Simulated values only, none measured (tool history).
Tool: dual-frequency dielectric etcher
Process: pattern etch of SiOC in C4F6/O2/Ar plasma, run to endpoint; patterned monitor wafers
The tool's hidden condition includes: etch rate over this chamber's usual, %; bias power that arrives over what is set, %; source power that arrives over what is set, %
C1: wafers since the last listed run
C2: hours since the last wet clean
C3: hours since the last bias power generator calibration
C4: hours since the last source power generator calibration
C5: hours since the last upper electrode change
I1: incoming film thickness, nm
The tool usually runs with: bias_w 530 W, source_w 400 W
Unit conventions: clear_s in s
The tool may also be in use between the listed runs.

run 1 hour=0.0 | bias_w=530 source_w=430 | C1=0 C2=190.4 C3=2380.6 C4=1287.3 C5=2249.4 | I1=26.17 | clear_s=7.3
run 2 hour=89.6 | bias_w=530 source_w=430 | C1=2095 C2=280.0 C3=2470.2 C4=1376.9 C5=2339.0 | I1=26.28 | clear_s=7.5
-- hour=172.6 wet clean of the chamber
run 3 hour=173.1 | bias_w=589 source_w=400 | C1=1391 C2=0.5 C3=2553.7 C4=1460.4 C5=2422.5 | I1=26.24 | clear_s=7.1
run 4 hour=199.5 | bias_w=589 source_w=400 | C1=617 C2=26.9 C3=2580.1 C4=1486.8 C5=2448.9 | I1=25.84 | clear_s=7.0
run 5 hour=259.8 | bias_w=530 source_w=400 | C1=1410 C2=87.2 C3=2640.4 C4=1547.1 C5=2509.2 | I1=26.29 | clear_s=7.6
run 6 hour=330.3 | bias_w=530 source_w=400 | C1=1648 C2=157.7 C3=2710.9 C4=1617.6 C5=2579.7 | I1=26.34 | clear_s=7.7
run 7 hour=377.5 | bias_w=530 source_w=400 | C1=1103 C2=204.9 C3=2758.1 C4=1664.8 C5=2626.9 | I1=26.27 | clear_s=7.7
run 8 hour=457.1 | bias_w=530 source_w=400 | C1=1861 C2=284.5 C3=2837.7 C4=1744.4 C5=2706.5 | I1=25.94 | clear_s=7.8
run 9 hour=509.7 | bias_w=530 source_w=400 | C1=1230 C2=337.1 C3=2890.3 C4=1797.0 C5=2759.1 | I1=26.31 | clear_s=7.9
run 10 hour=562.4 | bias_w=530 source_w=400 | C1=1232 C2=389.8 C3=2943.0 C4=1849.7 C5=2811.8 | I1=26.19 | clear_s=7.9
-- hour=603.8 wet clean of the chamber
run 11 hour=604.3 | bias_w=628 source_w=320 | C1=418 C2=0.5 C3=2984.9 C4=1891.6 C5=2853.7 | I1=26.22 | clear_s=7.9
run 12 hour=633.5 | bias_w=628 source_w=320 | C1=682 C2=29.7 C3=3014.1 C4=1920.8 C5=2882.9 | I1=26.41 | clear_s=8.0
-- hour=716.1 upper electrode replaced, of another model than before
run 13 hour=716.6 | bias_w=628 source_w=320 | C1=1382 C2=112.8 C3=3097.2 C4=2003.9 C5=0.5 | I1=26.21 | clear_s=9.8
run 14 hour=742.0 | bias_w=475 source_w=340 | C1=594 C2=138.2 C3=3122.6 C4=2029.3 C5=25.9 | I1=26.29 | clear_s=9.5
run 15 hour=812.4 | bias_w=589 source_w=400 | C1=1646 C2=208.6 C3=3193.0 C4=2099.7 C5=96.3 | I1=25.96 | clear_s=7.4
run 16 hour=873.5 | bias_w=530 source_w=460 | C1=1428 C2=269.7 C3=3254.1 C4=2160.8 C5=157.4 | I1=26.10 | clear_s=6.6
run 17 hour=936.2 | bias_w=589 source_w=400 | C1=1466 C2=332.4 C3=3316.8 C4=2223.5 C5=220.1 | I1=26.18 | clear_s=7.5
run 18 hour=976.5 | bias_w=530 source_w=400 | C1=942 C2=372.7 C3=3357.1 C4=2263.8 C5=260.4 | I1=26.11 | clear_s=7.6
-- hour=1023.7 wet clean of the chamber
-- hour=1026.6 source power generator calibrated
run 19 hour=1027.1 | bias_w=475 source_w=450 | C1=554 C2=3.4 C3=3407.7 C4=0.5 C5=311.0 | I1=26.45 | clear_s=6.9
run 20 hour=1048.3 | bias_w=530 source_w=400 | C1=495 C2=24.6 C3=3428.9 C4=21.7 C5=332.2 | I1=26.41 | clear_s=7.6
-- hour=1104.6 bias power generator calibrated
run 21 hour=1261.6 | bias_w=419 source_w=400 | C1=4894 C2=237.9 C3=157.0 C4=235.0 C5=545.5 | I1=26.18 | clear_s=8.3
run 22 hour=1295.6 | bias_w=602 source_w=480 | C1=795 C2=271.9 C3=191.0 C4=269.0 C5=579.5 | I1=26.07 | clear_s=6.3
run 23 hour=1337.4 | bias_w=443 source_w=400 | C1=977 C2=313.7 C3=232.8 C4=310.8 C5=621.3 | I1=26.37 | clear_s=8.2
-- hour=1372.2 wet clean of the chamber
run 24 hour=1372.7 | bias_w=530 source_w=400 | C1=264 C2=0.5 C3=268.1 C4=346.1 C5=656.6 | I1=26.24 | clear_s=7.5
run 25 hour=1428.0 | bias_w=441 source_w=400 | C1=1293 C2=55.8 C3=323.4 C4=401.4 C5=711.9 | I1=26.21 | clear_s=7.9
run 26 hour=1493.7 | bias_w=530 source_w=440 | C1=1536 C2=121.5 C3=389.1 C4=467.1 C5=777.6 | I1=26.19 | clear_s=7.0
run 27 hour=1545.4 | bias_w=530 source_w=400 | C1=1209 C2=173.2 C3=440.8 C4=518.8 C5=829.3 | I1=26.41 | clear_s=7.7
run 28 hour=1582.0 | bias_w=426 source_w=400 | C1=855 C2=209.8 C3=477.4 C4=555.4 C5=865.9 | I1=26.17 | clear_s=8.0
run 29 hour=1626.4 | bias_w=477 source_w=490 | C1=1038 C2=254.2 C3=521.8 C4=599.8 C5=910.3 | I1=26.01 | clear_s=6.5

What if the next run were any one of these 4? Each begins from the tool's condition after run 29:
run A hour=1626.8 | bias_w=574 source_w=400 | C1=9 C2=254.6 C3=522.2 C4=600.2 C5=910.7 | I1=26.13 | clear_s=?
run B hour=1626.8 | bias_w=423 source_w=460 | C1=9 C2=254.6 C3=522.2 C4=600.2 C5=910.7 | I1=26.13 | clear_s=?
run C hour=1626.8 | bias_w=530 source_w=320 | C1=9 C2=254.6 C3=522.2 C4=600.2 C5=910.7 | I1=26.13 | clear_s=?
run D hour=1626.8 | bias_w=494 source_w=400 | C1=9 C2=254.6 C3=522.2 C4=600.2 C5=910.7 | I1=26.13 | clear_s=?

run=A clear_s=7.5
run=B clear_s=7.1
run=C clear_s=10.4
run=D clear_s=7.8
Stripped of hidden state, with their random variation kept, the same runs would have yielded:
run=A clear_s=7.3
run=B clear_s=7.0
run=C clear_s=10.2
run=D clear_s=7.6
